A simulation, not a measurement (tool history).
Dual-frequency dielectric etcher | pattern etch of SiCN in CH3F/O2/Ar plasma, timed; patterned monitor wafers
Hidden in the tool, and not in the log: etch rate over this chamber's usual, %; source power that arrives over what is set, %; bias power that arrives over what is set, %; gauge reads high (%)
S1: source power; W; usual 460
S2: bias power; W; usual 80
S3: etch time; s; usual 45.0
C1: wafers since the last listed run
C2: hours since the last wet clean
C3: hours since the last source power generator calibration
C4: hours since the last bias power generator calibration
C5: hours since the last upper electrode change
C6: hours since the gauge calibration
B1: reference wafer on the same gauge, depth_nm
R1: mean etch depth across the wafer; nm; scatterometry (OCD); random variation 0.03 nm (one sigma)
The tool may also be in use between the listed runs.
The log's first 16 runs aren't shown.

Run 17, hour 275.2: usual settings but S1 340 W, S3 39.5 s; C1 148; C2 101.8; C3 102.0; C4 42.1; C5 108.9; C6 96.7; B1 16.40. Result: R1 16.41 nm.
Run 18, hour 281.8: usual settings but S3 35.0 s; C1 97; C2 108.4; C3 108.6; C4 48.7; C5 115.5; C6 103.3; B1 16.41. Result: R1 15.76 nm.
Run 19, hour 291.6: usual settings but S2 88 W, S3 48.5 s; C1 145; C2 118.2; C3 118.4; C4 58.5; C5 125.3; C6 113.1; B1 16.41. Result: R1 22.26 nm.
Run 20, hour 302.4: usual settings; C1 160; C2 129.0; C3 129.2; C4 69.3; C5 136.1; C6 123.9; B1 16.40. Result: R1 20.27 nm.
Run 21, hour 319.0: usual settings but S1 400 W, S3 35.0 s; C1 246; C2 145.6; C3 145.8; C4 85.9; C5 152.7; C6 140.5; B1 16.41. Result: R1 15.14 nm.
Run 22, hour 336.5: usual settings but S1 510 W, S3 56.0 s; C1 259; C2 163.1; C3 163.3; C4 103.4; C5 170.2; C6 158.0; B1 16.41. Result: R1 25.93 nm.
Run 23, hour 353.0: usual settings; C1 244; C2 179.6; C3 179.8; C4 119.9; C5 186.7; C6 174.5; B1 16.39. Result: R1 20.27 nm.
Run 24, hour 364.1: usual settings but S3 40.0 s; C1 164; C2 190.7; C3 190.9; C4 131.0; C5 197.8; C6 185.6; B1 16.40. Result: R1 17.97 nm.
Run 25, hour 391.9: usual settings; C1 412; C2 218.5; C3 218.7; C4 158.8; C5 225.6; C6 213.4; B1 16.40. Result: R1 20.27 nm.
Run 26, hour 401.9: usual settings; C1 148; C2 228.5; C3 228.7; C4 168.8; C5 235.6; C6 223.4; B1 16.40. Result: R1 20.29 nm.
Run 27, hour 417.5: usual settings but S1 350 W, S2 88 W, S3 48.5 s; C1 231; C2 244.1; C3 244.3; C4 184.4; C5 251.2; C6 239.0; B1 16.40. Result: R1 20.61 nm.
Run 28, hour 431.1: usual settings; C1 201; C2 257.7; C3 257.9; C4 198.0; C5 264.8; C6 252.6; B1 16.40. Result: R1 20.20 nm.
Run 29, hour 447.8: usual settings but S2 69 W; C1 247; C2 274.4; C3 274.6; C4 214.7; C5 281.5; C6 269.3; B1 16.40. Result: R1 19.73 nm.
Run 30, hour 457.9: usual settings; C1 149; C2 284.5; C3 284.7; C4 224.8; C5 291.6; C6 279.4; B1 16.40. Result: R1 20.15 nm.

3 ways to go on from here, each from the tool as it stands after run 30. What would each give?
Run A, hour 458.3: usual settings but S2 63 W; C1 5; C2 284.9; C3 285.1; C4 225.2; C5 292.0; C6 279.8; B1 ?. Result: R1 ?.
Run B, hour 458.3: usual settings but S2 98 W; C1 5; C2 284.9; C3 285.1; C4 225.2; C5 292.0; C6 279.8; B1 ?. Result: R1 ?.
Run C, hour 458.3: usual settings but S2 91 W, S3 55.5 s; C1 5; C2 284.9; C3 285.1; C4 225.2; C5 292.0; C6 279.8; B1 ?. Result: R1 ?.

run     B1     R1
  A  16.40  19.41
  B  16.40  20.99
  C  16.40  25.52
Without the tool's hidden state the same runs would have given:
run     R1
  A  19.52
  B  21.11
  C  25.66

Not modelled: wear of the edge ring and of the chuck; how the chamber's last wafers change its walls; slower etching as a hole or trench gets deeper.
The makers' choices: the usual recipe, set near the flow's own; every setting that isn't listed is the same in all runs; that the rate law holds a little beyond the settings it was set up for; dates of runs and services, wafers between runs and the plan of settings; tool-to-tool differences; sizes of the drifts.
